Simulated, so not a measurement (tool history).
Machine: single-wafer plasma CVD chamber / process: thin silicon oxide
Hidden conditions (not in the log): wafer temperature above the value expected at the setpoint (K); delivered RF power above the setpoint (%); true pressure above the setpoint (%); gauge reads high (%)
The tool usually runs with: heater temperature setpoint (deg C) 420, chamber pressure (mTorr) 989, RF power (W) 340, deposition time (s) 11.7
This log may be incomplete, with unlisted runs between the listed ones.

| run | day | heater temperature setpoint (deg C) | chamber pressure (mTorr) | RF power (W) | deposition time (s) | wafers since the last listed run | hours since the last thermocouple change | hours since the last RF generator calibration | hours since the last manometer calibration | hours since the showerhead was replaced | hours since the gauge calibration | read-back reference wafer on the same gauge, thickness_nm | mean film thickness on the monitor wafer (angstrom) |
|---|---|---|---|---|---|---|---|---|---|---|---|---|---|
| 1 | 0 | 420 | 989 | 340 | 11.7 | 0 | 61.1 | 772.8 | 1848 | 2491.2 | 1294.5 | 29.135 | 273.22 |
| 2 | 1.896 | 409 | 989 | 340 | 11.7 | 2028 | 106.6 | 818.3 | 1893.5 | 2536.7 | 1340 | 29.136 | 274.53 |
| 3 | 3.312 | 409 | 989 | 340 | 11.7 | 1515 | 140.6 | 852.3 | 1927.5 | 2570.7 | 1374 | 29.141 | 271.22 |
| 4 | 4.458 | 416 | 989 | 380 | 11.7 | 1225 | 168.1 | 879.8 | 1955 | 2598.2 | 1401.5 | 29.198 | 283.85 |
| 5 | 5.788 | 415 | 989 | 340 | 11.7 | 1422 | 200 | 911.7 | 1986.9 | 2630.1 | 1433.4 | 29.203 | 272.15 |
| 6 | 7.067 | 413 | 1146 | 315 | 12.6 | 1368 | 230.7 | 942.4 | 2017.6 | 2660.8 | 1464.1 | 29.227 | 308.51 |
| 7 | 8.721 | 420 | 989 | 340 | 11.7 | 1769 | 270.4 | 982.1 | 2057.3 | 2700.5 | 1503.8 | 29.291 | 270.7 |
| 8 | 9.754 | 420 | 989 | 340 | 11.7 | 1105 | 295.2 | 1006.9 | 2082.1 | 2725.3 | 1528.6 | 29.321 | 272.99 |
| 9 | 11.062 | 420 | 989 | 280 | 11.7 | 1399 | 326.6 | 1038.3 | 2113.5 | 2756.7 | 1560 | 29.317 | 253.22 |
|  | 12.162 | RF generator calibrated |
|  | 13.042 | gauge calibrated |
| 10 | 13.233 | 420 | 882 | 340 | 11.7 | 1965 | 378.7 | 25.7 | 2165.6 | 2808.8 | 4.6 | 28.576 | 247.43 |
| 11 | 14.675 | 420 | 989 | 340 | 11.7 | 1542 | 413.3 | 60.3 | 2200.2 | 2843.4 | 39.2 | 28.546 | 267.84 |
| 12 | 19.588 | 413 | 1053 | 380 | 11 | 5255 | 531.2 | 178.2 | 2318.1 | 2961.3 | 157.1 | 28.547 | 266.77 |
| 13 | 21.933 | 420 | 989 | 340 | 11.7 | 2509 | 587.5 | 234.5 | 2374.4 | 3017.6 | 213.4 | 28.569 | 265.8 |
|  | 24.067 | showerhead replaced |
| 14 | 24.088 | 420 | 989 | 400 | 10.4 | 1948 | 639.2 | 286.2 | 2426.1 | 0.5 | 265.1 | 28.558 | 249.04 |
| 15 | 26.088 | 420 | 1151 | 340 | 11.7 | 2139 | 687.2 | 334.2 | 2474.1 | 48.5 | 313.1 | 28.595 | 287.08 |

What does the tool deliver on the next run?
| 16 | 27.821 | 420 | 989 | 340 | 13.5 | 1854 | 728.8 | 375.8 | 2515.7 | 90.1 | 354.7 | ? | ? |

read-back reference wafer on the same gauge, thickness_nm: 28.574
mean film thickness on the monitor wafer (angstrom): 306.54
Were there no unlogged condition in the tool, this run, its random variation unchanged, would have produced mean film thickness on the monitor wafer (angstrom) 306.63.

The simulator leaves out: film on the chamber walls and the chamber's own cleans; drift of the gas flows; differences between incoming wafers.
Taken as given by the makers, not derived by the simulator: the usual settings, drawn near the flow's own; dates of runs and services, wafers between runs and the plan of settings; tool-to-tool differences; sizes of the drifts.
